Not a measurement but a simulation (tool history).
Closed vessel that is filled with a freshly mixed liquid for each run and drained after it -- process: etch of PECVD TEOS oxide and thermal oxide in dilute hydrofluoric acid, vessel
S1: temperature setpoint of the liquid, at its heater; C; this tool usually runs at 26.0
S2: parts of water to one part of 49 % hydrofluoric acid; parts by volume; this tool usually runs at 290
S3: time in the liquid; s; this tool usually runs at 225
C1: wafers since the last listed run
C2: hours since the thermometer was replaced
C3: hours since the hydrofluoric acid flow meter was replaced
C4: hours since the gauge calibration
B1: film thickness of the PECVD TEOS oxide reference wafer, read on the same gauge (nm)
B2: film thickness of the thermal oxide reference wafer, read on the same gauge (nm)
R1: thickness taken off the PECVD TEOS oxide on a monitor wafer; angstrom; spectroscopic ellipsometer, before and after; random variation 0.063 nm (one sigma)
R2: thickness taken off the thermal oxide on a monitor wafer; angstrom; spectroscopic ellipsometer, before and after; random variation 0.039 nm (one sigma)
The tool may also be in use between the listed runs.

| run | hour | S1 | S2 | S3 | C1 | C2 | C3 | C4 | B1 | B2 | R1 | R2 |
|---|---|---|---|---|---|---|---|---|---|---|---|---|
| 1 | 0.0 | 26.0 | 240 | 225 | 0 | 132.7 | 1703.5 | 689.4 | 80.01 | 50.033 | 191.8 | 41.85 |
| 2 | 35.6 | 26.0 | 290 | 225 | 2535 | 168.3 | 1739.1 | 725.0 | 79.97 | 50.001 | 150.5 | 32.82 |
|  | 39.4 | gauge calibrated |
| 3 | 52.8 | 26.0 | 290 | 225 | 1224 | 185.5 | 1756.3 | 13.4 | 79.95 | 49.982 | 150.8 | 32.30 |
|  | 56.2 | hydrofluoric acid flow meter replaced |
| 4 | 65.5 | 24.5 | 165 | 225 | 833 | 198.2 | 9.3 | 26.1 | 79.99 | 50.005 | 288.2 | 61.51 |
| 5 | 96.8 | 23.0 | 205 | 290 | 2228 | 229.5 | 40.6 | 57.4 | 80.03 | 49.993 | 269.0 | 57.88 |
| 6 | 117.8 | 26.0 | 290 | 135 | 1495 | 250.5 | 61.6 | 78.4 | 79.98 | 50.015 | 90.6 | 19.11 |
| 7 | 134.9 | 26.0 | 290 | 135 | 1217 | 267.6 | 78.7 | 95.5 | 80.00 | 50.021 | 90.8 | 19.47 |
| 8 | 167.0 | 26.0 | 290 | 225 | 2285 | 299.7 | 110.8 | 127.6 | 79.98 | 49.970 | 151.8 | 32.37 |
| 9 | 197.8 | 26.0 | 150 | 225 | 2193 | 330.5 | 141.6 | 158.4 | 80.00 | 49.981 | 339.8 | 73.80 |
| 10 | 222.0 | 26.0 | 290 | 225 | 1723 | 354.7 | 165.8 | 182.6 | 79.99 | 50.002 | 151.4 | 32.46 |
| 11 | 245.3 | 26.0 | 340 | 225 | 1659 | 378.0 | 189.1 | 205.9 | 79.97 | 49.975 | 121.8 | 27.29 |
| 12 | 263.7 | 26.0 | 175 | 225 | 1310 | 396.4 | 207.5 | 224.3 | 80.01 | 49.967 | 283.2 | 61.25 |
| 13 | 289.1 | 27.5 | 235 | 185 | 1808 | 421.8 | 232.9 | 249.7 | 79.97 | 50.001 | 170.5 | 37.43 |
| 14 | 309.2 | 24.0 | 155 | 355 | 1431 | 441.9 | 253.0 | 269.8 | 80.01 | 50.006 | 480.1 | 101.07 |
| 15 | 327.3 | 26.0 | 290 | 225 | 1288 | 460.0 | 271.1 | 287.9 | 79.99 | 49.948 | 150.3 | 33.02 |
| 16 | 354.3 | 26.0 | 290 | 225 | 1922 | 487.0 | 298.1 | 314.9 | 80.00 | 50.012 | 150.5 | 33.62 |
| 17 | 376.6 | 26.0 | 290 | 225 | 1588 | 509.3 | 320.4 | 337.2 | 79.99 | 49.995 | 150.6 | 33.30 |
| 18 | 397.8 | 26.0 | 425 | 350 | 1509 | 530.5 | 341.6 | 358.4 | 80.01 | 49.997 | 140.8 | 30.08 |
| 19 | 411.1 | 26.0 | 290 | 225 | 947 | 543.8 | 354.9 | 371.7 | 79.99 | 49.962 | 150.9 | 33.20 |
| 20 | 432.1 | 26.0 | 170 | 145 | 1495 | 564.8 | 375.9 | 392.7 | 80.01 | 49.997 | 188.5 | 40.90 |
| 21 | 464.5 | 26.0 | 290 | 225 | 2307 | 597.2 | 408.3 | 425.1 | 80.00 | 50.003 | 151.2 | 33.15 |
| 22 | 494.2 | 28.0 | 195 | 225 | 2115 | 626.9 | 438.0 | 454.8 | 79.98 | 50.002 | 268.0 | 57.90 |
| 23 | 512.0 | 22.0 | 290 | 225 | 1267 | 644.7 | 455.8 | 472.6 | 80.02 | 49.985 | 131.5 | 28.42 |
| 24 | 538.9 | 26.0 | 390 | 225 | 1915 | 671.6 | 482.7 | 499.5 | 79.98 | 49.971 | 101.5 | 22.17 |
| 25 | 571.3 | 23.0 | 290 | 125 | 2307 | 704.0 | 515.1 | 531.9 | 80.03 | 50.045 | 75.6 | 16.25 |

Give the tool's hidden conditions for every run:
liquid hotter than its thermometer reads (K): 0, the same for each run
hydrofluoric acid flow below the setpoint (%): 0, the same for each run
gauge reads high (%): 0, the same for each run
